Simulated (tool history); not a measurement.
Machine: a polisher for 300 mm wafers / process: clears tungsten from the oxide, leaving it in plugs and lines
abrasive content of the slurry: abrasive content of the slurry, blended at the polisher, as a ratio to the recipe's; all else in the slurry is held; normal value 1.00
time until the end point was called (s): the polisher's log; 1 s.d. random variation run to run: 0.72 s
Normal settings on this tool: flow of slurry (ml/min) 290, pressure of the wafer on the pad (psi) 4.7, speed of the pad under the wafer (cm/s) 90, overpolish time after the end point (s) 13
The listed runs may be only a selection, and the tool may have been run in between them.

run   hour  flow of slurry (ml/min)  pressure of the wafer on the pad (psi)  speed of the pad under the wafer (cm/s)  abrasive content of the slurry  overpolish time after the end point (s)  wafers since the last listed run  wafers polished on this pad  hours since the slurry nozzle was cleaned  hours since the head pressure was calibrated  hours since the slurry blender was calibrated  hours since the slurry got fresh peroxide  incoming thickness of the incoming film, nm  time until the end point was called (s)
  1    0.0                      290                                     4.7                                       90                            1.00                                       13                                 0                         1318                                       75.8                                         130.9                                          171.7                                      183.8                                        260.1                                     46.6
       4.9  -- slurry tank refilled with fresh slurry and peroxide
      14.5  -- slurry blender recalibrated
  2   15.0                      250                                     4.7                                       90                            1.00                                       13                               102                         1421                                       90.8                                         145.9                                            0.5                                       10.1                                        262.6                                     45.5
      34.4  -- worn pad replaced by a new one
  3  120.4                      250                                     4.7                                       90                            1.00                                       13                               869                          737                                      196.2                                         251.3                                          105.9                                      115.5                                        261.5                                     45.8
  4  136.6                      290                                     4.7                                       90                            1.00                                        7                               138                          876                                      212.4                                         267.5                                          122.1                                      131.7                                        259.4                                     44.2
  5  154.8                      290                                     4.7                                       90                            1.00                                        7                               156                         1032                                      230.6                                         285.7                                          140.3                                      149.9                                        262.9                                     44.9
     159.4  -- slurry tank refilled with fresh slurry and peroxide
  6  170.5                      290                                     4.7                                       90                            1.00                                        7                               126                         1158                                      246.3                                         301.4                                          156.0                                       11.1                                        261.8                                     46.1
     180.3  -- slurry blender recalibrated
     191.1  -- slurry nozzle cleaned
  7  196.1                      290                                     4.7                                       90                            1.00                                       13                               193                         1352                                        5.0                                         327.0                                           15.8                                       36.7                                        257.7                                     43.2
     221.6  -- worn pad replaced by a new one
  8  223.5                      290                                     4.7                                       90                            1.00                                       13                               200                           16                                       32.4                                         354.4                                           43.2                                       64.1                                        263.8                                     43.2
  9  256.2                      290                                     4.7                                       90                            1.15                                       13                               280                          296                                       65.1                                         387.1                                           75.9                                       96.8                                        258.3                                     40.9
 10  299.9                      290                                     4.7                                       76                            1.00                                       13                               374                          671                                      108.8                                         430.8                                          119.6                                      140.5                                        264.9                                     51.4
     322.8  -- slurry tank refilled with fresh slurry and peroxide
 11  323.8                      290                                     4.7                                       76                            1.00                                       13                               196                          867                                      132.7                                         454.7                                          143.5                                        1.0                                        259.1                                     50.7
     342.0  -- slurry blender recalibrated
 12  344.8                      290                                     4.7                                       74                            1.00                                       13                               162                         1030                                      153.7                                         475.7                                            2.8                                       22.0                                        260.1                                     51.9
     369.2  -- head pressure recalibrated
 13  380.6                      355                                     3.6                                       90                            0.80                                       13                               289                         1320                                      189.5                                          11.4                                           38.6                                       57.8                                        265.1                                     65.4
     407.3  -- worn pad replaced by a new one
 14  409.2                      290                                     3.8                                       90                            1.15                                       13                               210                           16                                      218.1                                          40.0                                           67.2                                       86.4                                        260.8                                     54.5
 15  437.0                      290                                     4.1                                       80                            0.75                                       11                               238                          254                                      245.9                                          67.8                                           95.0                                      114.2                                        265.5                                     64.3
 16  457.6                      290                                     4.7                                       90                            1.00                                       13                               176                          431                                      266.5                                          88.4                                          115.6                                      134.8                                        259.6                                     45.7
     493.3  -- slurry nozzle cleaned
 17  493.8                      290                                     4.7                                       70                            1.00                                       11                               301                          733                                        0.5                                         124.6                                          151.8                                      171.0                                        263.0                                     57.1
     507.8  -- slurry blender recalibrated
 18  510.2                      370                                     6.0                                       60                            1.15                                       13                               123                          856                                       16.9                                         141.0                                            2.4                                      187.4                                        259.1                                     49.6
     512.8  -- slurry tank refilled with fresh slurry and peroxide
 19  542.3                      255                                     4.2                                       90                            1.00                                       17                               266                         1123                                       49.0                                         173.1                                           34.5                                       29.5                                        260.4                                     49.1
 20  560.2                      290                                     4.7                                       90                            1.00                                       13                               153                         1276                                       66.9                                         191.0                                           52.4                                       47.4                                        261.4                                     44.5
 21  577.4                      350                                     4.7                                       68                            1.00                                       13                               147                         1424                                       84.1                                         208.2                                           69.6                                       64.6                                        256.2                                     56.3
     596.0  -- worn pad replaced by a new one
 22  607.3                      290                                     4.7                                       90                            1.00                                       13                               222                           97                                      114.0                                         238.1                                           99.5                                       94.5                                        259.1                                     43.6
 23  625.3                      290                                     4.7                                       90                            1.00                                       13                               154                          251                                      132.0                                         256.1                                          117.5                                      112.5                                        259.6                                     43.4
 24  658.5                      290                                     4.7                                       76                            1.00                                        8                               284                          536                                      165.2                                         289.3                                          150.7                                      145.7                                        256.8                                     50.8
     698.1  -- slurry tank refilled with fresh slurry and peroxide
     700.6  -- slurry blender recalibrated
 25  753.3                      290                                     4.7                                      114                            1.25                                       13                               787                         1323                                      260.0                                         384.1                                           52.7                                       55.2                                        260.3                                     31.9
     787.2  -- worn pad replaced by a new one
 26  788.8                      290                                     4.7                                       74                            1.00                                       13                               270                           13                                      295.5                                         419.6                                           88.2                                       90.7                                        257.1                                     50.2
     807.9  -- head pressure recalibrated
 27  813.3                      290                                     6.0                                       80                            0.90                                       18                               192                          206                                      320.0                                           5.4                                          112.7                                      115.2                                        259.9                                     43.0

Describe how what the log doesn't record of the tool's condition differs between the last listed run preceding each entry between runs and the first listed run following it.
In the gap between runs 1 and 2: slurry tank refilled with fresh slurry and peroxide (hour 4.9); slurry blender recalibrated (hour 14.5)
  deviation of the head's pressure from its setpoint, %: 2.01 -> 2.38
  the result without the hidden state subtracted from the measured one, time until the end point was called (s): -1.0 -> -1.1
In the gap between runs 2 and 3: worn pad replaced by a new one (hour 34.4)
  deviation of the head's pressure from its setpoint, %: 2.38 -> 4.99
  the result without the hidden state subtracted from the measured one, time until the end point was called (s): -1.1 -> -2.2
In the gap between runs 5 and 6: slurry tank refilled with fresh slurry and peroxide (hour 159.4)
  deviation of the head's pressure from its setpoint, %: 5.84 -> 6.22
  the result without the hidden state subtracted from the measured one, time until the end point was called (s): -2.6 -> -2.8
In the gap between runs 6 and 7: slurry blender recalibrated (hour 180.3); slurry nozzle cleaned (hour 191.1)
  deviation of the head's pressure from its setpoint, %: 6.22 -> 6.86
  the result without the hidden state subtracted from the measured one, time until the end point was called (s): -2.8 -> -2.9
In the gap between runs 7 and 8: worn pad replaced by a new one (hour 221.6)
  deviation of the head's pressure from its setpoint, %: 6.86 -> 7.53
  the result without the hidden state subtracted from the measured one, time until the end point was called (s): -2.9 -> -3.3
In the gap between runs 10 and 11: slurry tank refilled with fresh slurry and peroxide (hour 322.8)
  deviation of the head's pressure from its setpoint, %: 9.42 -> 10
  the result without the hidden state subtracted from the measured one, time until the end point was called (s): -4.8 -> -5.1
In the gap between runs 11 and 12: slurry blender recalibrated (hour 342.0)
  deviation of the head's pressure from its setpoint, %: 10 -> 10.5
  the result without the hidden state subtracted from the measured one, time until the end point was called (s): -5.1 -> -5.5
In the gap between runs 12 and 13: head pressure recalibrated (hour 369.2)
  deviation of the head's pressure from its setpoint, %: 10.5 -> 1.17
  the result without the hidden state subtracted from the measured one, time until the end point was called (s): -5.5 -> -0.8
In the gap between runs 13 and 14: worn pad replaced by a new one (hour 407.3)
  deviation of the head's pressure from its setpoint, %: 1.17 -> 1.88
  the result without the hidden state subtracted from the measured one, time until the end point was called (s): -0.8 -> -1.1
In the gap between runs 16 and 17: slurry nozzle cleaned (hour 493.3)
  deviation of the head's pressure from its setpoint, %: 3.07 -> 3.97
  the result without the hidden state subtracted from the measured one, time until the end point was called (s): -1.4 -> -2.2
In the gap between runs 17 and 18: slurry blender recalibrated (hour 507.8)
  deviation of the head's pressure from its setpoint, %: 3.97 -> 4.37
  the result without the hidden state subtracted from the measured one, time until the end point was called (s): -2.2 -> -2.1
In the gap between runs 18 and 19: slurry tank refilled with fresh slurry and peroxide (hour 512.8)
  deviation of the head's pressure from its setpoint, %: 4.37 -> 5.17
  the result without the hidden state subtracted from the measured one, time until the end point was called (s): -2.1 -> -2.5
In the gap between runs 21 and 22: worn pad replaced by a new one (hour 596.0)
  deviation of the head's pressure from its setpoint, %: 6.03 -> 6.77
  the result without the hidden state subtracted from the measured one, time until the end point was called (s): -3.4 -> -2.9
In the gap between runs 24 and 25: slurry tank refilled with fresh slurry and peroxide (hour 698.1); slurry blender recalibrated (hour 700.6)
  deviation of the head's pressure from its setpoint, %: 8.04 -> 10.4
  the result without the hidden state subtracted from the measured one, time until the end point was called (s): -4.1 -> -3.3
In the gap between runs 25 and 26: worn pad replaced by a new one (hour 787.2)
  deviation of the head's pressure from its setpoint, %: 10.4 -> 11.3
  the result without the hidden state subtracted from the measured one, time until the end point was called (s): -3.3 -> -5.7
In the gap between runs 26 and 27: head pressure recalibrated (hour 807.9)
  deviation of the head's pressure from its setpoint, %: 11.3 -> 0.943
  the result without the hidden state subtracted from the measured one, time until the end point was called (s): -5.7 -> -0.4
